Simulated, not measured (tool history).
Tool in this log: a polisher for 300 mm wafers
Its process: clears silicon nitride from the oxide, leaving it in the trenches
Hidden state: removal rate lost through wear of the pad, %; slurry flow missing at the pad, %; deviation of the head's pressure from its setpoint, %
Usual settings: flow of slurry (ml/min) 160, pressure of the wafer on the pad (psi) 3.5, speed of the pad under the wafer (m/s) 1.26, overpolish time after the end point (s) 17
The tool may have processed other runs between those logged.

run	hour	flow of slurry (ml/min)	pressure of the wafer on the pad (psi)	speed of the pad under the wafer (m/s)	overpolish time after the end point (s)	wafers since the last listed run	wafers polished on this pad	hours since the slurry nozzle was cleaned	hours since the head pressure was calibrated	incoming thickness of the incoming film, nm	time until the end point was called (s)
1	0.0	160	3.5	1.26	17	0	1454	392.2	224.5	130.8	91.4
2	64.5	160	3.5	1.26	17	615	2070	456.7	289.0	128.6	94.3
3	130.7	160	3.5	1.26	17	631	2701	522.9	355.2	130.7	98.9
# hour 186.3: worn pad replaced by a new one
4	215.8	160	3.1	1.26	17	773	281	608.0	440.3	129.4	101.0
5	261.1	160	3.5	1.26	17	432	714	653.3	485.6	129.0	90.8
6	340.1	160	3.5	1.26	17	753	1468	732.3	564.6	129.6	97.0
# hour 345.7: slurry nozzle cleaned
7	413.4	160	3.5	1.26	17	689	2158	67.7	637.9	128.2	91.7
8	452.6	160	3.5	1.36	17	374	2532	106.9	677.1	129.5	87.5
# hour 505.2: worn pad replaced by a new one
9	539.4	160	3.5	1.36	17	790	326	193.7	763.9	131.6	81.0
10	731.0	160	3.5	1.14	17	1828	2154	385.3	955.5	128.5	101.5
# hour 830.5: worn pad replaced by a new one
11	837.8	160	3.5	1.26	17	980	69	492.1	1062.3	131.0	86.8
12	929.6	160	4.6	1.26	17	876	945	583.9	1154.1	130.8	71.0
13	1003.9	160	3.5	1.26	11	709	1654	658.2	1228.4	130.0	94.6
# hour 1029.0: slurry nozzle cleaned
14	1046.4	145	3.5	1.26	9	396	2050	17.4	1270.9	129.7	94.2
15	1125.5	160	3.5	0.84	8	754	2805	96.5	1350.0	130.6	138.3
# hour 1141.2: head pressure recalibrated
16	1168.6	160	3.5	1.26	23	392	3197	139.6	27.4	132.9	99.0
# hour 1178.8: worn pad replaced by a new one
17	1223.4	160	4.4	1.12	20	484	425	194.4	82.2	131.3	77.6
18	1269.6	160	3.5	1.64	17	440	866	240.6	128.4	130.7	69.2
19	1342.2	130	4.0	1.26	17	692	1559	313.2	201.0	128.9	83.1
20	1428.5	145	3.5	1.64	24	823	2383	399.5	287.3	129.0	73.6
21	1486.7	160	3.5	1.26	17	555	2938	457.7	345.5	129.0	99.7
# hour 1529.2: worn pad replaced by a new one
22	1534.9	160	3.5	1.26	17	421	54	505.9	393.7	129.7	88.1

4 ways to go on from here, each from the tool as it stands after run 22. What would each give?
A	1535.3	160	3.5	1.26	17	3	57	506.3	394.1	131.3	?
B	1535.3	160	3.5	1.26	10	3	57	506.3	394.1	131.3	?
C	1535.3	160	4.6	1.26	7	3	57	506.3	394.1	131.3	?
D	1535.3	135	2.5	1.26	17	3	57	506.3	394.1	131.3	?

run	time until the end point was called (s)
A	88.1
B	88.1
C	67.0
D	128.6
With no hidden state in the tool, these same runs would have given:
run	time until the end point was called (s)
A	83.6
B	83.6
C	63.6
D	121.1

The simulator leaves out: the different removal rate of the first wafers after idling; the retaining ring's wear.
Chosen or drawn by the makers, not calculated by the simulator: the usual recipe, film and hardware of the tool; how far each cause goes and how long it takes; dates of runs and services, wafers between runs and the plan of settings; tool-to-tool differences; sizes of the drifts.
